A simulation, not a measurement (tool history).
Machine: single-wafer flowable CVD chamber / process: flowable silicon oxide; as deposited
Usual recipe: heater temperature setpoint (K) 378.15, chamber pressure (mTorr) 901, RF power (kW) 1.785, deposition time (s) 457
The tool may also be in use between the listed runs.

run     day  heater temperature setpoint (K)  chamber pressure (mTorr)  RF power (kW)  deposition time (s)  wafers since the last listed run  hours since the last thermocouple change  hours since the last RF generator calibration  hours since the last manometer calibration  hours since the showerhead was replaced  hours since the gauge calibration  read-back reference wafer on the same gauge, thickness_nm  mean film thickness on the monitor wafer (Å)
  1   0.000                           378.15                       820          1.705                  457                                 0                                    2297.7                                          753.2                                       424.1                                   5257.0                              380.3                                                    254.042                                       2367.68
  2   2.762                           378.15                       820          1.705                  457                               169                                    2364.0                                          819.5                                       490.4                                   5323.3                              446.6                                                    253.908                                       2370.38
  3   4.296                           378.15                       820          1.705                  457                                93                                    2400.8                                          856.3                                       527.2                                   5360.1                              483.4                                                    254.406                                       2367.27
  4   5.662                           381.15                       901          1.665                  457                                83                                    2433.6                                          889.1                                       560.0                                   5392.9                              516.2                                                    253.765                                       2379.90
     10.833  -- gauge calibrated
  5  12.396                           385.15                       729          1.785                  457                               412                                    2595.2                                         1050.7                                       721.6                                   5554.5                               37.5                                                    253.848                                       1738.64
  6  15.054                           378.15                       901          1.785                  457                               162                                    2659.0                                         1114.5                                       785.4                                   5618.3                              101.3                                                    253.985                                       2629.39
     17.321  -- showerhead replaced
  7  17.342                           378.15                       901          1.785                  457                               119                                    2713.9                                         1169.4                                       840.3                                      0.5                              156.2                                                    254.049                                       2602.96
  8  18.167                           378.15                       901          1.785                  457                                50                                    2733.7                                         1189.2                                       860.1                                     20.3                              176.0                                                    254.305                                       2620.19
  9  20.904                           378.15                       901          1.785                  457                               167                                    2799.4                                         1254.9                                       925.8                                     86.0                              241.7                                                    253.829                                       2633.21
 10  22.183                           384.15                      1046          1.785                  457                                78                                    2830.1                                         1285.6                                       956.5                                    116.7                              272.4                                                    253.838                                       2554.10
 11  23.904                           378.15                       901          1.785                  457                               105                                    2871.4                                         1326.9                                       997.8                                    158.0                              313.7                                                    253.872                                       2622.89
     25.458  -- RF generator calibrated
 12  26.438                           378.15                      1116          1.645                  421                               134                                    2932.2                                           23.5                                      1058.6                                    218.8                              374.5                                                    253.974                                       2938.69
 13  28.071                           378.15                       901          1.980                  495                               100                                    2971.4                                           62.7                                      1097.8                                    258.0                              413.7                                                    253.901                                       2919.78
     28.733  -- thermocouple changed; heater temperature recalibrated
 14  30.992                           378.15                       901          1.955                  457                               158                                      54.2                                          132.8                                      1167.9                                    328.1                              483.8                                                    253.973                                       2678.68
     31.950  -- gauge calibrated
 15  32.400                           378.15                       805          2.120                  532                                86                                      88.0                                          166.6                                      1201.7                                    361.9                               10.8                                                    253.785                                       2841.81
     33.550  -- capacitance manometer re-zeroed and calibrated
 16  34.412                           378.15                       901          1.785                  457                               102                                     136.3                                          214.9                                        20.7                                    410.2                               59.1                                                    254.276                                       2638.21
 17  36.538                           378.15                       723          1.785                  457                               130                                     187.3                                          265.9                                        71.7                                    461.2                              110.1                                                    253.918                                       2109.51
 18  38.342                           378.15                       901          1.785                  457                               110                                     230.6                                          309.2                                       115.0                                    504.5                              153.4                                                    253.988                                       2609.76
 19  39.733                           378.15                       901          1.785                  516                                85                                     264.0                                          342.6                                       148.4                                    537.9                              186.8                                                    254.021                                       2969.19
 20  41.383                           378.15                      1109          1.875                  507                               101                                     303.6                                          382.2                                       188.0                                    577.5                              226.4                                                    254.040                                       3643.14
 21  43.204                           374.15                       901          1.930                  508                               111                                     347.3                                          425.9                                       231.7                                    621.2                              270.1                                                    254.422                                       3353.19

Alternative continuations, all from the tool just after run 21; predict every row:
  A  43.225                           378.15                       901          1.785                  457                                 1                                     347.8                                          426.4                                       232.2                                    621.7                              270.6                                                          ?                                             ?
  B  43.225                           378.15                       901          1.440                  426                                 1                                     347.8                                          426.4                                       232.2                                    621.7                              270.6                                                          ?                                             ?
  C  43.225                           369.15                       901          2.055                  393                                 1                                     347.8                                          426.4                                       232.2                                    621.7                              270.6                                                          ?                                             ?
  D  43.225                           378.15                      1042          1.945                  457                                 1                                     347.8                                          426.4                                       232.2                                    621.7                              270.6                                                          ?                                             ?

run  read-back reference wafer on the same gauge, thickness_nm  mean film thickness on the monitor wafer (Å)
  A                                                    254.035                                       2632.51
  B                                                    254.035                                       2308.05
  C                                                    254.035                                       3048.47
  D                                                    254.035                                       3107.46
With no hidden state in the tool, these same runs would have given:
run  mean film thickness on the monitor wafer (Å)
  A                                       2632.51
  B                                       2308.05
  C                                       3048.47
  D                                       3107.46
